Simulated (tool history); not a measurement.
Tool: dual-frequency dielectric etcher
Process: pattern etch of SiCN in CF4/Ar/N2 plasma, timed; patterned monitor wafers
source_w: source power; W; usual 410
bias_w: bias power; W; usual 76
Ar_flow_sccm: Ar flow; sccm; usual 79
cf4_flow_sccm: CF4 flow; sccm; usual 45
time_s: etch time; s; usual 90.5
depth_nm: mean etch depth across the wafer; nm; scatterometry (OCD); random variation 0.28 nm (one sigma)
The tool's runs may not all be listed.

run	hour	source_w	bias_w	Ar_flow_sccm	cf4_flow_sccm	time_s	read-back reference wafer on the same gauge, depth_nm	depth_nm
1	0	410	76	79	52	90.5	71.4	64.6
2	83.9	410	76	79	45	90.5	71.4	63.1
3	144.6	410	76	79	45	90.5	71.4	62.3
4	219.8	410	76	79	45	90.5	71.4	61.7
# hour 346.6: wet clean of the chamber
5	347.1	410	76	79	45	90.5	71.4	64.7
6	375.6	410	76	79	45	90.5	71.4	64.2
# hour 429.2: CF4 flow controller replaced
7	469.6	410	76	91	45	90.5	71.4	62
8	531	410	76	91	45	90.5	71.4	62
9	615	410	76	91	45	90.5	71.4	61.5
10	692.5	410	87	79	45	75	71.4	54
# hour 724.2: upper electrode replaced
11	796.9	410	76	79	45	90.5	71.4	63
# hour 869.1: gauge calibrated
12	903.9	410	76	79	45	90.5	71.5	62.1
# hour 916.6: bias power generator calibrated
# hour 926.6: source power generator calibrated
13	959.1	410	76	94	45	90.5	71.4	59.3
# hour 1031.2: wet clean of the chamber
14	1031.7	450	91	79	50	68.5	71.3	55.8
15	1048.2	490	94	79	53	70.5	71.4	62.2
# hour 1101.1: Ar flow controller replaced
16	1117.9	470	76	94	50	102	71.4	77.9
17	1158	410	76	91	45	90.5	71.4	61.4
18	1222.7	470	58	79	35	90.5	71.4	62.6
19	1379.5	470	76	79	45	98.5	71.4	75.4

Forecast each of these 4 alternatives for the next run:
A	1379.9	410	76	99	45	90.5	?	?
B	1379.9	410	76	88	45	90.5	?	?
C	1379.9	440	76	87	45	80.5	?	?
D	1379.9	410	87	73	54	90.5	?	?

run	read-back reference wafer on the same gauge, depth_nm	depth_nm
A	71.4	59.5
B	71.4	61.1
C	71.4	57.5
D	71.4	68.1
Without the tool's hidden state the same runs would have given:
run	depth_nm
A	61.6
B	63.3
C	59.5
D	70.5
